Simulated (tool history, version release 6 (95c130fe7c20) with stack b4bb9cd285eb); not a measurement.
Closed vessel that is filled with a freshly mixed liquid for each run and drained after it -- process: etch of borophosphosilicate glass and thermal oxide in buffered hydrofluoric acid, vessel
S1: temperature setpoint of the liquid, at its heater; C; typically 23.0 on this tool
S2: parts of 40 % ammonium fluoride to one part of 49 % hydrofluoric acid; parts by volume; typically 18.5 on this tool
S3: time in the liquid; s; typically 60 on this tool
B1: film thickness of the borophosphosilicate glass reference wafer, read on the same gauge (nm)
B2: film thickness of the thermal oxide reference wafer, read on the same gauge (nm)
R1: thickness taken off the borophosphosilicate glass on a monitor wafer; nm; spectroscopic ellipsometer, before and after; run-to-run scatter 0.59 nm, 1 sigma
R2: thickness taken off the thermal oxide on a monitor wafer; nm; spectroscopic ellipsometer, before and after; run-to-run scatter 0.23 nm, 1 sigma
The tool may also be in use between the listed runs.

| run | day | S1 | S2 | S3 | B1 | B2 | R1 | R2 |
|---|---|---|---|---|---|---|---|---|
| 1 | 0.000 | 23.0 | 18.5 | 60 | 89.98 | 149.98 | 63.40 | 34.10 |
| 2 | 1.438 | 23.0 | 18.5 | 60 | 89.99 | 150.00 | 63.58 | 33.49 |
| 3 | 2.196 | 23.0 | 18.5 | 50 | 90.01 | 149.99 | 53.79 | 28.19 |
|  | 3.346 | gauge calibrated |
| 4 | 3.571 | 23.0 | 18.5 | 50 | 90.01 | 149.99 | 52.88 | 28.34 |
| 5 | 4.950 | 23.0 | 18.5 | 50 | 90.01 | 149.99 | 51.85 | 28.45 |
| 6 | 6.433 | 21.5 | 18.5 | 60 | 90.01 | 150.04 | 56.99 | 31.07 |
| 7 | 7.112 | 21.5 | 18.5 | 60 | 89.97 | 149.99 | 58.29 | 30.91 |
| 8 | 8.075 | 23.0 | 18.5 | 60 | 90.00 | 150.02 | 62.12 | 33.90 |
| 9 | 8.817 | 23.0 | 18.5 | 60 | 90.02 | 149.97 | 62.79 | 33.63 |
|  | 9.746 | hydrofluoric acid flow meter replaced |
|  | 11.796 | thermometer replaced |
| 10 | 11.883 | 23.0 | 18.5 | 60 | 89.98 | 149.99 | 70.03 | 37.20 |
| 11 | 12.488 | 23.0 | 18.5 | 60 | 90.00 | 150.00 | 70.24 | 36.97 |
| 12 | 13.467 | 23.0 | 18.5 | 60 | 89.98 | 150.00 | 70.64 | 37.68 |
| 13 | 14.346 | 23.0 | 18.5 | 60 | 89.99 | 150.03 | 69.17 | 37.25 |
| 14 | 15.779 | 26.5 | 18.5 | 80 | 90.01 | 150.00 | 110.15 | 59.42 |
| 15 | 16.467 | 23.0 | 18.5 | 60 | 90.00 | 149.99 | 68.41 | 36.92 |
| 16 | 17.342 | 23.0 | 22.0 | 35 | 89.98 | 150.02 | 35.19 | 18.89 |
| 17 | 18.358 | 23.0 | 18.5 | 60 | 90.02 | 149.98 | 69.31 | 37.05 |
|  | 18.475 | gauge calibrated |
| 18 | 18.879 | 23.0 | 20.5 | 85 | 90.00 | 150.02 | 90.58 | 47.83 |
| 19 | 19.950 | 27.0 | 18.5 | 60 | 89.99 | 150.00 | 84.33 | 45.23 |
| 20 | 20.508 | 23.0 | 14.5 | 45 | 90.01 | 149.99 | 65.09 | 34.82 |
| 21 | 21.675 | 23.0 | 18.5 | 60 | 90.00 | 149.99 | 68.31 | 36.65 |
| 22 | 22.925 | 23.0 | 18.5 | 60 | 90.00 | 150.03 | 67.99 | 36.25 |
| 23 | 24.025 | 23.0 | 18.5 | 35 | 90.00 | 149.99 | 39.55 | 21.21 |
| 24 | 25.208 | 25.0 | 18.5 | 40 | 90.00 | 149.99 | 50.44 | 26.98 |

Forecast each of these 5 alternatives for the next run:
| A | 25.238 | 23.0 | 21.5 | 60 | ? | ? | ? | ? |
| B | 25.238 | 23.0 | 12.0 | 60 | ? | ? | ? | ? |
| C | 25.238 | 20.5 | 18.5 | 45 | ? | ? | ? | ? |
| D | 25.238 | 23.0 | 25.0 | 95 | ? | ? | ? | ? |
| E | 25.238 | 23.0 | 16.5 | 45 | ? | ? | ? | ? |

| run | B1 | B2 | R1 | R2 |
|---|---|---|---|---|
| A | 90.01 | 149.98 | 60.92 | 32.52 |
| B | 90.01 | 149.98 | 104.90 | 55.86 |
| C | 90.01 | 149.98 | 44.72 | 23.83 |
| D | 90.01 | 149.98 | 86.90 | 46.41 |
| E | 90.01 | 149.98 | 57.46 | 30.64 |
With no hidden state in the tool, these same runs would have given:
| run | R1 | R2 |
|---|---|---|
| A | 62.53 | 33.38 |
| B | 108.87 | 57.97 |
| C | 46.43 | 24.73 |
| D | 89.20 | 47.63 |
| E | 59.64 | 31.81 |

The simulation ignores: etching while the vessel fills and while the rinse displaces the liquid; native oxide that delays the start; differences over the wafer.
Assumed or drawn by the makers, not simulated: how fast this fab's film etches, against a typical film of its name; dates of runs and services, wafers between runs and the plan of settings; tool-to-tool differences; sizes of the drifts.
